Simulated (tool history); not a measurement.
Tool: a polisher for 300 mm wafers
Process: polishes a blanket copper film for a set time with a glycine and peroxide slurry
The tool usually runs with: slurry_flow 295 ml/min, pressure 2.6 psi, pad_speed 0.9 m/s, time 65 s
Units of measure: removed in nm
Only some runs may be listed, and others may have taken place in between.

| run | day | slurry_flow | pressure | pad_speed | time | incoming thickness of the incoming film, nm | removed |
|---|---|---|---|---|---|---|---|
| 1 | 0 | 295 | 2.6 | 0.9 | 65 | 1273.5 | 274.8 |
| 2 | 1.062 | 295 | 2.6 | 0.9 | 65 | 1278.8 | 275.9 |
| 3 | 2.812 | 245 | 2.6 | 0.9 | 65 | 1277.4 | 274.3 |
|  | 4.962 | worn pad replaced by a new one |
| 4 | 5.208 | 245 | 2.6 | 0.9 | 65 | 1302 | 280.4 |
| 5 | 6.717 | 245 | 2.6 | 0.9 | 65 | 1290.3 | 277.7 |
| 6 | 8.967 | 295 | 2.6 | 0.8 | 65 | 1253.3 | 266.1 |
| 7 | 10.183 | 295 | 2.6 | 0.8 | 65 | 1296.7 | 263.1 |
|  | 10.867 | worn pad replaced by a new one |
|  | 11.329 | head pressure recalibrated |
| 8 | 11.388 | 295 | 2.6 | 0.8 | 65 | 1273.9 | 238.3 |
| 9 | 13.762 | 255 | 2.1 | 0.66 | 83 | 1272 | 223.9 |
| 10 | 15.808 | 265 | 2.6 | 0.8 | 45 | 1278.6 | 162.4 |
|  | 18.071 | worn pad replaced by a new one |
| 11 | 18.388 | 295 | 2.6 | 0.9 | 65 | 1279.8 | 263.7 |
| 12 | 20.646 | 230 | 2.6 | 0.9 | 65 | 1287.9 | 258 |
| 13 | 21.946 | 295 | 1.8 | 0.9 | 59 | 1288.6 | 189.3 |
|  | 23.204 | slurry nozzle cleaned |
| 14 | 24.788 | 295 | 2.6 | 1.1 | 65 | 1304.8 | 315.4 |
|  | 25.642 | worn pad replaced by a new one |
| 15 | 27.767 | 370 | 1.9 | 0.6 | 81 | 1261.5 | 208.1 |
| 16 | 30.3 | 295 | 2.6 | 0.9 | 65 | 1281.1 | 272.9 |
|  | 31.958 | worn pad replaced by a new one |
|  | 31.958 | head pressure recalibrated |
| 17 | 33.05 | 190 | 3.2 | 1.18 | 65 | 1279.6 | 363.9 |

Here are 4 independent what-if runs from the current tool condition. What would each one return?
| A | 33.067 | 295 | 3.2 | 0.9 | 65 | 1268.6 | ? |
| B | 33.067 | 375 | 2.6 | 0.9 | 77 | 1268.6 | ? |
| C | 33.067 | 295 | 2.3 | 1.18 | 86 | 1268.6 | ? |
| D | 33.067 | 295 | 3.3 | 0.9 | 83 | 1268.6 | ? |

| run | removed |
|---|---|
| A | 296.2 |
| B | 308.1 |
| C | 386.5 |
| D | 386.9 |
Without the tool's hidden state the same runs would have given:
| run | removed |
|---|---|
| A | 298.6 |
| B | 310.5 |
| C | 389.7 |
| D | 390.1 |
